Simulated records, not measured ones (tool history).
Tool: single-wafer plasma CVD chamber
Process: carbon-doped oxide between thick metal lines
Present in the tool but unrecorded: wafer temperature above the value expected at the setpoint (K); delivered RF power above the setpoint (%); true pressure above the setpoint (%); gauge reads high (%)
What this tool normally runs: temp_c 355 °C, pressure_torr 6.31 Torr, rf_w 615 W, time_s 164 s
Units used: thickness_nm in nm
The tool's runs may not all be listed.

run,hour,temp_c,pressure_torr,rf_w,time_s,wafers since the last listed run,hours since the last thermocouple change,hours since the last RF generator calibration,hours since the last manometer calibration,hours since the showerhead was replaced,hours since the gauge calibration,"read-back reference wafer on the same gauge, thickness_nm",thickness_nm
1,0,355,6.31,520,164,0,765,1545.3,2195.1,3015.7,549.2,926.363,811.757
2,38.1,355,6.31,615,174,264,803.1,1583.4,2233.2,3053.8,587.3,926.885,977.074
3,98.4,355,6.31,615,174,419,863.4,1643.7,2293.5,3114.1,647.6,927.193,974.456
4,154.8,355,6.31,615,174,392,919.8,1700.1,2349.9,3170.5,704,927.321,972.394
5,185.5,355,6.31,615,164,213,950.5,1730.8,2380.6,3201.2,734.7,927.152,917.326
6,255.3,355,6.31,615,164,485,1020.3,1800.6,2450.4,3271,804.5,926.674,912.933
7,291.9,355,6.31,615,164,254,1056.9,1837.2,2487,3307.6,841.1,927.023,914.837
8,344.3,355,5.77,615,164,364,1109.3,1889.6,2539.4,3360,893.5,926.97,895.459
# hour 381.1: gauge calibrated
9,406.6,355,6.31,615,164,433,1171.6,1951.9,2601.7,3422.3,25.5,927.247,909.902
# hour 454.7: RF generator calibrated
10,455.2,351,6.31,615,152,282,1220.2,0.5,2650.3,3470.9,74.1,927.063,885.237
11,476.4,351,6.31,615,152,147,1241.4,21.7,2671.5,3492.1,95.3,927.095,886.884
# hour 514.3: thermocouple changed; heater temperature recalibrated
12,535.1,355,6.31,615,164,352,20.8,80.4,2730.2,3550.8,154,926.457,940.138
13,571.1,355,7.51,700,164,250,56.8,116.4,2766.2,3586.8,190,927.317,1051.931
14,620.1,355,6.31,710,164,340,105.8,165.4,2815.2,3635.8,239,927.601,1038.838
15,658.2,355,6.31,615,164,264,143.9,203.5,2853.3,3673.9,277.1,926.851,937.364
16,687.6,355,6.31,715,164,204,173.3,232.9,2882.7,3703.3,306.5,927.039,1040.071

For run 17, what comes out?
# hour 738.5: capacitance manometer re-zeroed and calibrated
17,740.6,343,7.4,615,164,312,226.3,285.9,2.1,3756.3,359.5,?,?

read-back reference wafer on the same gauge, thickness_nm: 926.598
thickness_nm: 984.728 nm
Were there no unlogged condition in the tool, this run, its random variation unchanged, would have produced thickness_nm 991.961 nm.
